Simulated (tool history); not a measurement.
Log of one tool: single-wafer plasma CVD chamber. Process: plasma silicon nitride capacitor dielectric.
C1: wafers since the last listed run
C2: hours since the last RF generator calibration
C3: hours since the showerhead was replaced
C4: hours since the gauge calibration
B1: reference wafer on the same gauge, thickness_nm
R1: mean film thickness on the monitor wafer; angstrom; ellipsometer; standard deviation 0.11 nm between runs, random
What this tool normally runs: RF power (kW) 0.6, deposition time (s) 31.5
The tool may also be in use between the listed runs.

{"run": 1, "day": 0.0, "RF power (kW)": 0.665, "deposition time (s)": 34.4, "C1": 0, "C2": 365.7, "C3": 6013.5, "C4": 744.4, "B1": 55.663, "R1": 622.75}
{"run": 2, "day": 4.108, "RF power (kW)": 0.6, "deposition time (s)": 31.5, "C1": 2541, "C2": 464.3, "C3": 6112.1, "C4": 843, "B1": 55.66, "R1": 548.81}
{"run": 3, "day": 6.392, "RF power (kW)": 0.6, "deposition time (s)": 31.5, "C1": 1412, "C2": 519.1, "C3": 6166.9, "C4": 897.8, "B1": 55.661, "R1": 550.07}
{"run": 4, "day": 9.396, "RF power (kW)": 0.6, "deposition time (s)": 31.5, "C1": 1858, "C2": 591.2, "C3": 6239, "C4": 969.9, "B1": 55.654, "R1": 548.1}
{"run": 5, "day": 13.562, "RF power (kW)": 0.6, "deposition time (s)": 35, "C1": 2577, "C2": 691.2, "C3": 6339, "C4": 1069.9, "B1": 55.671, "R1": 612.72}
{"run": 6, "day": 16.354, "RF power (kW)": 0.6, "deposition time (s)": 35, "C1": 1727, "C2": 758.2, "C3": 6406, "C4": 1136.9, "B1": 55.712, "R1": 609.83}
{"run": 7, "day": 19.388, "RF power (kW)": 0.68, "deposition time (s)": 31.5, "C1": 1876, "C2": 831, "C3": 6478.8, "C4": 1209.7, "B1": 55.753, "R1": 573.1}
{"run": 8, "day": 21.342, "RF power (kW)": 0.68, "deposition time (s)": 31.5, "C1": 1209, "C2": 877.9, "C3": 6525.7, "C4": 1256.6, "B1": 55.741, "R1": 571.93}
{"run": 9, "day": 25.442, "RF power (kW)": 0.655, "deposition time (s)": 26.8, "C1": 2536, "C2": 976.3, "C3": 6624.1, "C4": 1355, "B1": 55.745, "R1": 478.1}
{"run": 10, "day": 27.088, "RF power (kW)": 0.655, "deposition time (s)": 26.8, "C1": 1018, "C2": 1015.8, "C3": 6663.6, "C4": 1394.5, "B1": 55.673, "R1": 480.63}
{"run": 11, "day": 31.304, "RF power (kW)": 0.655, "deposition time (s)": 26.8, "C1": 2608, "C2": 1117, "C3": 6764.8, "C4": 1495.7, "B1": 55.729, "R1": 480.33}
{"run": 12, "day": 33.367, "RF power (kW)": 0.6, "deposition time (s)": 31.5, "C1": 1276, "C2": 1166.5, "C3": 6814.3, "C4": 1545.2, "B1": 55.743, "R1": 548.68}
{"run": 13, "day": 35.146, "RF power (kW)": 0.6, "deposition time (s)": 31.5, "C1": 1100, "C2": 1209.2, "C3": 6857, "C4": 1587.9, "B1": 55.731, "R1": 548.61}
{"run": 14, "day": 37.0, "RF power (kW)": 0.6, "deposition time (s)": 31.5, "C1": 1147, "C2": 1253.7, "C3": 6901.5, "C4": 1632.4, "B1": 55.697, "R1": 549.36}
{"run": 15, "day": 40.508, "RF power (kW)": 0.6, "deposition time (s)": 31.5, "C1": 2170, "C2": 1337.9, "C3": 6985.7, "C4": 1716.6, "B1": 55.697, "R1": 547.39}
{"run": 16, "day": 42.342, "RF power (kW)": 0.6, "deposition time (s)": 31.5, "C1": 1134, "C2": 1381.9, "C3": 7029.7, "C4": 1760.6, "B1": 55.676, "R1": 546.87}
{"day": 43.062, "done": "showerhead replaced"}
{"run": 17, "day": 44.842, "RF power (kW)": 0.6, "deposition time (s)": 31.5, "C1": 1340, "C2": 1441.9, "C3": 42.7, "C4": 1820.6, "B1": 55.779, "R1": 545.6}
{"run": 18, "day": 47.475, "RF power (kW)": 0.6, "deposition time (s)": 31.5, "C1": 1629, "C2": 1505.1, "C3": 105.9, "C4": 1883.8, "B1": 55.674, "R1": 546.19}
{"run": 19, "day": 50.567, "RF power (kW)": 0.6, "deposition time (s)": 27.4, "C1": 1912, "C2": 1579.3, "C3": 180.1, "C4": 1958, "B1": 55.737, "R1": 473.24}
{"run": 20, "day": 54.55, "RF power (kW)": 0.53, "deposition time (s)": 29.4, "C1": 2464, "C2": 1674.9, "C3": 275.7, "C4": 2053.6, "B1": 55.686, "R1": 488.39}
{"day": 57.092, "done": "RF generator calibrated"}
{"run": 21, "day": 57.183, "RF power (kW)": 0.6, "deposition time (s)": 29.5, "C1": 1423, "C2": 2.2, "C3": 338.9, "C4": 2116.8, "B1": 55.72, "R1": 508.01}
{"run": 22, "day": 59.246, "RF power (kW)": 0.55, "deposition time (s)": 27.9, "C1": 1276, "C2": 51.7, "C3": 388.4, "C4": 2166.3, "B1": 55.711, "R1": 464.82}
{"run": 23, "day": 61.471, "RF power (kW)": 0.505, "deposition time (s)": 31.5, "C1": 1376, "C2": 105.1, "C3": 441.8, "C4": 2219.7, "B1": 55.726, "R1": 510.28}
{"run": 24, "day": 64.612, "RF power (kW)": 0.705, "deposition time (s)": 31.5, "C1": 1943, "C2": 180.5, "C3": 517.2, "C4": 2295.1, "B1": 55.714, "R1": 571.12}
{"run": 25, "day": 67.362, "RF power (kW)": 0.645, "deposition time (s)": 28.5, "C1": 1701, "C2": 246.5, "C3": 583.2, "C4": 2361.1, "B1": 55.663, "R1": 501.83}
{"run": 26, "day": 70.375, "RF power (kW)": 0.6, "deposition time (s)": 31.5, "C1": 1863, "C2": 318.8, "C3": 655.5, "C4": 2433.4, "B1": 55.71, "R1": 541.51}
{"run": 27, "day": 72.138, "RF power (kW)": 0.505, "deposition time (s)": 31.5, "C1": 1090, "C2": 361.1, "C3": 697.8, "C4": 2475.7, "B1": 55.707, "R1": 510.58}
{"day": 73.196, "done": "gauge calibrated"}
{"run": 28, "day": 75.292, "RF power (kW)": 0.6, "deposition time (s)": 35.5, "C1": 1951, "C2": 436.8, "C3": 773.5, "C4": 50.3, "B1": 55.709, "R1": 608.05}
{"run": 29, "day": 79.321, "RF power (kW)": 0.645, "deposition time (s)": 37.7, "C1": 2492, "C2": 533.5, "C3": 870.2, "C4": 147, "B1": 55.711, "R1": 663.83}
{"run": 30, "day": 81.646, "RF power (kW)": 0.6, "deposition time (s)": 31.5, "C1": 1438, "C2": 589.3, "C3": 926, "C4": 202.8, "B1": 55.706, "R1": 539.23}
{"run": 31, "day": 85.738, "RF power (kW)": 0.715, "deposition time (s)": 36.1, "C1": 2531, "C2": 687.5, "C3": 1024.2, "C4": 301, "B1": 55.619, "R1": 656.52}
{"day": 86.071, "done": "RF generator calibrated, repeated, since the last time left the tool worse"}
{"run": 32, "day": 90.083, "RF power (kW)": 0.66, "deposition time (s)": 25.7, "C1": 2482, "C2": 96.3, "C3": 1128.5, "C4": 405.3, "B1": 55.713, "R1": 460.9}
{"run": 33, "day": 91.904, "RF power (kW)": 0.55, "deposition time (s)": 35.2, "C1": 1126, "C2": 140, "C3": 1172.2, "C4": 449, "B1": 55.682, "R1": 597.51}
{"run": 34, "day": 93.942, "RF power (kW)": 0.6, "deposition time (s)": 37.7, "C1": 1260, "C2": 188.9, "C3": 1221.1, "C4": 497.9, "B1": 55.662, "R1": 658.59}
{"run": 35, "day": 98.304, "RF power (kW)": 0.6, "deposition time (s)": 35.5, "C1": 2699, "C2": 293.6, "C3": 1325.8, "C4": 602.6, "B1": 55.695, "R1": 621.74}
{"run": 36, "day": 100.567, "RF power (kW)": 0.6, "deposition time (s)": 31.5, "C1": 1399, "C2": 347.9, "C3": 1380.1, "C4": 656.9, "B1": 55.636, "R1": 549.06}
{"run": 37, "day": 102.267, "RF power (kW)": 0.6, "deposition time (s)": 28.2, "C1": 1051, "C2": 388.7, "C3": 1420.9, "C4": 697.7, "B1": 55.705, "R1": 492.81}
{"run": 38, "day": 104.054, "RF power (kW)": 0.6, "deposition time (s)": 31.5, "C1": 1105, "C2": 431.6, "C3": 1463.8, "C4": 740.6, "B1": 55.778, "R1": 551.47}
{"run": 39, "day": 108.225, "RF power (kW)": 0.6, "deposition time (s)": 37.8, "C1": 2580, "C2": 531.7, "C3": 1563.9, "C4": 840.7, "B1": 55.697, "R1": 657.78}
{"run": 40, "day": 110.896, "RF power (kW)": 0.655, "deposition time (s)": 28.9, "C1": 1652, "C2": 595.8, "C3": 1628, "C4": 904.8, "B1": 55.732, "R1": 518.48}
{"run": 41, "day": 114.458, "RF power (kW)": 0.57, "deposition time (s)": 27, "C1": 2204, "C2": 681.3, "C3": 1713.5, "C4": 990.3, "B1": 55.684, "R1": 461.27}
{"run": 42, "day": 117.596, "RF power (kW)": 0.6, "deposition time (s)": 34.1, "C1": 1941, "C2": 756.6, "C3": 1788.8, "C4": 1065.6, "B1": 55.654, "R1": 592.69}
{"run": 43, "day": 119.529, "RF power (kW)": 0.525, "deposition time (s)": 37.2, "C1": 1196, "C2": 803, "C3": 1835.2, "C4": 1112, "B1": 55.721, "R1": 619.45}
{"run": 44, "day": 123.829, "RF power (kW)": 0.54, "deposition time (s)": 33.2, "C1": 2660, "C2": 906.2, "C3": 1938.4, "C4": 1215.2, "B1": 55.676, "R1": 558.73}

Across each entry between runs, compare the hidden state at the last listed run before it with the hidden state at the first listed run after it:
Between runs 16 and 17: showerhead replaced (day 43.062)
  delivered RF power above the setpoint (%): -1.75 -> -1.89
  measured minus no-state result, R1: -3.29 -> -3.55 angstrom
Between runs 20 and 21: RF generator calibrated (day 57.092)
  delivered RF power above the setpoint (%): -2.48 -> -5.01
  measured minus no-state result, R1: -4.19 -> -8.97 angstrom
Between runs 27 and 28: gauge calibrated (day 73.196)
  delivered RF power above the setpoint (%): -5.11 -> -5.16
  measured minus no-state result, R1: -9.21 -> -11.09 angstrom
Between runs 31 and 32: RF generator calibrated, repeated, since the last time left the tool worse (day 86.071)
  delivered RF power above the setpoint (%): -5.39 -> -0.367
  measured minus no-state result, R1: -12.52 -> -0.57 angstrom
